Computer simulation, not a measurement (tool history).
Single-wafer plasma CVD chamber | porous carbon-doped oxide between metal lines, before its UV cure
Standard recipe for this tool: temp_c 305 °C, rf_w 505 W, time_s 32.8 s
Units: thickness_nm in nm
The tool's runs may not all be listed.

| run | hour | temp_c | rf_w | time_s | read-back reference wafer on the same gauge, thickness_nm | thickness_nm |
|---|---|---|---|---|---|---|
| 1 | 0 | 305 | 505 | 32.8 | 160.933 | 158.392 |
| 2 | 13 | 305 | 505 | 32.8 | 161.036 | 158.202 |
| 3 | 42.6 | 305 | 505 | 32.8 | 161.101 | 158.224 |
| 4 | 74.9 | 305 | 505 | 31.4 | 161.093 | 152.038 |
| 5 | 104.7 | 305 | 505 | 31.4 | 160.879 | 152.148 |
| 6 | 138.7 | 305 | 505 | 31.4 | 160.974 | 151.138 |
| 7 | 172 | 305 | 505 | 31 | 161.042 | 149.412 |
| 8 | 198.9 | 305 | 505 | 31 | 160.98 | 149.181 |
| 9 | 230.6 | 305 | 505 | 31 | 160.93 | 149.595 |
| 10 | 246.6 | 305 | 425 | 32.8 | 160.976 | 134.603 |
| 11 | 279.9 | 305 | 425 | 32.8 | 160.993 | 133.812 |
|  | 307.1 | gauge calibrated |
| 12 | 310.5 | 305 | 425 | 32.8 | 161.033 | 133.24 |
| 13 | 345.6 | 311 | 440 | 32.8 | 161.003 | 133.352 |
| 14 | 394.8 | 311 | 440 | 32.8 | 160.992 | 133.323 |
| 15 | 408.2 | 311 | 440 | 32.8 | 160.993 | 134.35 |
| 16 | 488.6 | 295 | 430 | 32.8 | 161.01 | 141.101 |
| 17 | 543.2 | 301 | 595 | 28.8 | 160.887 | 159.695 |
| 18 | 563.8 | 305 | 505 | 32.8 | 161.116 | 156.226 |
|  | 579.9 | thermocouple changed; heater temperature recalibrated |
| 19 | 580.4 | 298 | 555 | 30.7 | 161.048 | 162.768 |
| 20 | 609.3 | 305 | 505 | 39 | 161.042 | 182.659 |
| 21 | 632.7 | 320 | 600 | 32.8 | 160.988 | 165.59 |
|  | 647.3 | showerhead replaced |
| 22 | 675.4 | 318 | 470 | 27.6 | 161.121 | 114.91 |
| 23 | 705.2 | 305 | 440 | 32.8 | 161.015 | 135.41 |
|  | 741.4 | RF generator calibrated |
| 24 | 741.9 | 305 | 505 | 32.8 | 161.003 | 159.8 |
| 25 | 767.5 | 291 | 505 | 32.8 | 161.05 | 170.723 |
| 26 | 827.1 | 295 | 560 | 32.8 | 160.969 | 183.011 |
| 27 | 843.3 | 293 | 505 | 32.8 | 160.986 | 170.07 |
| 28 | 873 | 311 | 440 | 32.8 | 160.968 | 136.869 |
| 29 | 901.4 | 305 | 545 | 32.8 | 161.134 | 169.054 |
| 30 | 916.3 | 305 | 505 | 30.8 | 160.992 | 151.437 |
| 31 | 940.9 | 311 | 460 | 32.8 | 160.903 | 142.018 |

Branching from run 31: 5 alternative next runs. What would each branch give?
| A | 941.3 | 295 | 505 | 32.8 | ? | ? |
| B | 941.3 | 305 | 460 | 32.8 | ? | ? |
| C | 941.3 | 315 | 440 | 32.8 | ? | ? |
| D | 941.3 | 318 | 445 | 27.8 | ? | ? |
| E | 941.3 | 297 | 505 | 32.8 | ? | ? |

| run | read-back reference wafer on the same gauge, thickness_nm | thickness_nm |
|---|---|---|
| A | 161.01 | 167.448 |
| B | 161.01 | 146.91 |
| C | 161.01 | 134.075 |
| D | 161.01 | 113.918 |
| E | 161.01 | 165.743 |
Without the tool's hidden state the same runs would have given:
| run | thickness_nm |
|---|---|
| A | 168.351 |
| B | 147.836 |
| C | 134.92 |
| D | 114.636 |
| E | 166.637 |
